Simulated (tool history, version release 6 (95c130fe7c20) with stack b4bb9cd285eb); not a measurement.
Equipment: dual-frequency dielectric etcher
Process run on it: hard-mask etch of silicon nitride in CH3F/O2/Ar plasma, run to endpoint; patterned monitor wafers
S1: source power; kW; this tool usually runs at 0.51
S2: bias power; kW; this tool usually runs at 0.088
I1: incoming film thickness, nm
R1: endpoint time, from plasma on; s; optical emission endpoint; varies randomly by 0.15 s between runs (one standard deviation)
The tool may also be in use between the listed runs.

{"run": 1, "hour": 0.0, "S1": 0.51, "S2": 0.088, "I1": 43.17, "R1": 50.8}
{"run": 2, "hour": 26.3, "S1": 0.51, "S2": 0.088, "I1": 43.44, "R1": 51}
{"run": 3, "hour": 54.3, "S1": 0.57, "S2": 0.088, "I1": 43.02, "R1": 47.4}
{"run": 4, "hour": 77.2, "S1": 0.57, "S2": 0.088, "I1": 43.52, "R1": 48.2}
{"run": 5, "hour": 112.7, "S1": 0.57, "S2": 0.088, "I1": 43.3, "R1": 47.9}
{"run": 6, "hour": 143.4, "S1": 0.51, "S2": 0.088, "I1": 43.67, "R1": 51.5}
{"run": 7, "hour": 164.7, "S1": 0.51, "S2": 0.088, "I1": 43.24, "R1": 51.4}
{"run": 8, "hour": 178.6, "S1": 0.51, "S2": 0.083, "I1": 43, "R1": 52.1}
{"run": 9, "hour": 201.2, "S1": 0.51, "S2": 0.083, "I1": 43.33, "R1": 52.4}
{"run": 10, "hour": 216.9, "S1": 0.51, "S2": 0.083, "I1": 43.4, "R1": 52.4}
{"run": 11, "hour": 232.4, "S1": 0.51, "S2": 0.088, "I1": 42.9, "R1": 51.1}
{"run": 12, "hour": 257.2, "S1": 0.51, "S2": 0.088, "I1": 43.08, "R1": 51.6}
{"run": 13, "hour": 292.0, "S1": 0.46, "S2": 0.075, "I1": 43.35, "R1": 58}
{"run": 14, "hour": 325.2, "S1": 0.42, "S2": 0.105, "I1": 43.18, "R1": 55.7}

Run 15 has not been measured yet. What should we expect?
{"hour": 352.8, "done": "source power generator calibrated"}
{"run": 15, "hour": 404.1, "S1": 0.51, "S2": 0.083, "I1": 43.56, "R1": "?"}

R1: 53.4 s
If the tool had no hidden condition, the same run with the same run-to-run variation would have returned R1 52 s.
